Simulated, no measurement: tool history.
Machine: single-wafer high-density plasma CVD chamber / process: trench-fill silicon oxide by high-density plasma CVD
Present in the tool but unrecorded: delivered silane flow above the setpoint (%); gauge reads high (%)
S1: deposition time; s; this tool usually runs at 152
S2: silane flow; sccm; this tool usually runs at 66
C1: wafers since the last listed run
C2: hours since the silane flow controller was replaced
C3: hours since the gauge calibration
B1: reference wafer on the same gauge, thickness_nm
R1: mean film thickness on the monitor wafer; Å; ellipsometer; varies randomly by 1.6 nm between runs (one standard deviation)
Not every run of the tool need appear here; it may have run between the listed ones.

Run 1, hour 0: usual settings; C1 0; C2 3687.3; C3 27; B1 1149.771. Result: R1 11057.33 Å.
Run 2, hour 23.7: usual settings; C1 253; C2 3711; C3 50.7; B1 1150.483. Result: R1 11055.05 Å.
Run 3, hour 51.1: usual settings; C1 292; C2 3738.4; C3 78.1; B1 1149.094. Result: R1 11049.26 Å.
Run 4, hour 65.6: usual settings; C1 155; C2 3752.9; C3 92.6; B1 1149.749. Result: R1 11083.37 Å.
Run 5, hour 98.3: usual settings; C1 349; C2 3785.6; C3 125.3; B1 1150.019. Result: R1 11065.65 Å.
Run 6, hour 126.7: usual settings; C1 303; C2 3814; C3 153.7; B1 1150.71. Result: R1 11056.46 Å.
Run 7, hour 155.4: usual settings; C1 306; C2 3842.7; C3 182.4; B1 1150.263. Result: R1 11072.99 Å.
Run 8, hour 182.4: usual settings but S2 71 sccm; C1 288; C2 3869.7; C3 209.4; B1 1149.848. Result: R1 11764.39 Å.
Run 9, hour 206.8: usual settings; C1 260; C2 3894.1; C3 233.8; B1 1149.81. Result: R1 11118.89 Å.
Run 10, hour 238.7: usual settings; C1 341; C2 3926; C3 265.7; B1 1149.541. Result: R1 11088.73 Å.
Run 11, hour 268.8: usual settings; C1 321; C2 3956.1; C3 295.8; B1 1149.579. Result: R1 11097.23 Å.
Run 12, hour 283.3: usual settings; C1 155; C2 3970.6; C3 310.3; B1 1149.636. Result: R1 11114.57 Å.
Run 13, hour 302.7: usual settings; C1 207; C2 3990; C3 329.7; B1 1150.068. Result: R1 11119.17 Å.
At hour 310.1: gauge calibrated.
Run 14, hour 317.6: usual settings; C1 159; C2 4004.9; C3 7.5; B1 1150.122. Result: R1 11127.07 Å.
Run 15, hour 337.5: usual settings but S1 172 s, S2 73 sccm; C1 212; C2 4024.8; C3 27.4; B1 1149.948. Result: R1 13629.09 Å.
At hour 371.7: silane flow controller replaced.
Run 16, hour 373.5: usual settings; C1 299; C2 1.8; C3 63.4; B1 1150.18. Result: R1 10513.92 Å.
Run 17, hour 399.5: usual settings but S1 143 s, S2 74 sccm; C1 277; C2 27.8; C3 89.4; B1 1150.066. Result: R1 10811.7 Å.
Run 18, hour 412: usual settings but S1 130 s, S2 72 sccm; C1 133; C2 40.3; C3 101.9; B1 1149.832. Result: R1 9663 Å.
Run 19, hour 428.8: usual settings; C1 179; C2 57.1; C3 118.7; B1 1150.013. Result: R1 10526.71 Å.
Run 20, hour 461.1: usual settings but S1 163 s, S2 60 sccm; C1 345; C2 89.4; C3 151; B1 1150.634. Result: R1 10463.68 Å.
Run 21, hour 477.2: usual settings but S1 124 s; C1 172; C2 105.5; C3 167.1; B1 1149.495. Result: R1 8613.55 Å.
Run 22, hour 497.2: usual settings but S1 166 s; C1 213; C2 125.5; C3 187.1; B1 1150.229. Result: R1 11497.14 Å.
Run 23, hour 514.4: usual settings but S1 132 s, S2 57 sccm; C1 183; C2 142.7; C3 204.3; B1 1149.856. Result: R1 8189.39 Å.

Entry by entry between the runs, the difference in hidden state between the last listed run before and the first listed run after:
Logged between run 13 and run 14: gauge calibrated (hour 310.1)
  delivered silane flow above the setpoint (%): 6.97 -> 7.01
  measured result minus the result with no hidden state, R1: +571.24 -> +574.83 Å
Logged between run 15 and run 16: silane flow controller replaced (hour 371.7)
  delivered silane flow above the setpoint (%): 7.07 -> -0.187
  measured result minus the result with no hidden state, R1: +709.32 -> -15.25 Å
